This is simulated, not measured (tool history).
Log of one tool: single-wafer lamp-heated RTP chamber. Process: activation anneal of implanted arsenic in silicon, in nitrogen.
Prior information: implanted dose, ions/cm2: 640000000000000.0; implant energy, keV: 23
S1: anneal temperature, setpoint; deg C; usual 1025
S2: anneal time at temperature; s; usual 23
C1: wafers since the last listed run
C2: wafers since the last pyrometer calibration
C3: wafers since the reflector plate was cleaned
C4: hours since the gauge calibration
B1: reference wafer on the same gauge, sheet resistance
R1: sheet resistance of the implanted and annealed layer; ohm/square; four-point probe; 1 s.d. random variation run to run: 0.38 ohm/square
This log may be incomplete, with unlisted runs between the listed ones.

run     day    S1  S2    C1    C2    C3      C4      B1      R1
  1       0  1041  23     0  6279  1069   634.5  147.96  167.76
  2   2.875  1041  23  1147  7427  2217   703.5  148.11  167.55
      3.358  -- pyrometer window cleaned and pyrometer calibrated
  3   5.579  1041  23   946   886  3163   768.4  147.95  167.19
  4   9.879  1025  23  1716  2603  4880   871.6  148.03  170.21
  5  11.746  1009  23   745  3348  5625   916.4  147.92  172.94
  6  13.125  1009  23   550  3898  6175   949.5  147.89  172.49
  7  14.696  1009  23   627  4526  6802   987.2  148.04  172.35
  8  16.221  1025  32   608  5134  7411  1023.8  147.96  168.28
  9  18.588  1025  32   944  6079  8356  1080.6  147.89  167.79
 10  20.792  1025  32   879  6959  9236  1133.5  148.05  166.42
     21.729  -- pyrometer window cleaned and pyrometer calibrated
     21.888  -- reflector plate cleaned
 11  23.212  1025  28   771   529   529  1191.6  148.07  169.27
     23.867  -- gauge calibrated
 12  25.367  1025  23   859  1389  1389      36  147.96  170.71
 13  26.654  1025  23   513  1903  1903    66.9  147.97  170.51
 14  27.762  1008  14   442  2345  2345    93.5  147.99  176.38
 15  28.788  1050  11   409  2754  2754   118.1  148.05   172.1
 16  32.133  1045  23  1335  4090  4090   198.4  147.95  167.22
 17  33.746  1055  15   643  4734  4734   237.1  148.05  169.01
 18  35.754  1025  23   801  5535  5535   285.3  147.93  171.11
 19   38.15  1025  23   956  6492  6492   342.8  148.03  170.55
 20  39.592  1047  33   575  7067  7067   377.4  147.94  162.95
 21  40.912   998  35   527  7594  7594   409.1     148  171.37
     42.492  -- pyrometer window cleaned and pyrometer calibrated
 22  42.512  1025  23   505     8  8100   447.5     148  170.02
 23  44.658  1010  15   856   865  8957     499  147.94  174.71
 24  47.025  1025  23   944  1809  9901   555.8  147.89  169.33
     48.488  -- reflector plate cleaned
 25  48.833  1025  23   588  2398   137   599.2     148  170.62
 26  50.112  1025  30   510  2909   648   629.9  147.96  168.45
 27  51.258  1043  34   457  3366  1105   657.4  147.99  164.54

What if the next run were any one of these 3? Each begins from the tool's condition after run 27:
  A  51.275  1025  23   6  3373  1112  657.8   ?   ?
  B  51.275  1043  32   6  3373  1112  657.8   ?   ?
  C  51.275  1040  14   6  3373  1112  657.8   ?   ?

run      B1      R1
  A  147.93  170.03
  B  147.93  164.57
  C  147.93  171.12
Without the tool's hidden state the same runs would have given:
run      R1
  A   170.7
  B  165.33
  C  171.75

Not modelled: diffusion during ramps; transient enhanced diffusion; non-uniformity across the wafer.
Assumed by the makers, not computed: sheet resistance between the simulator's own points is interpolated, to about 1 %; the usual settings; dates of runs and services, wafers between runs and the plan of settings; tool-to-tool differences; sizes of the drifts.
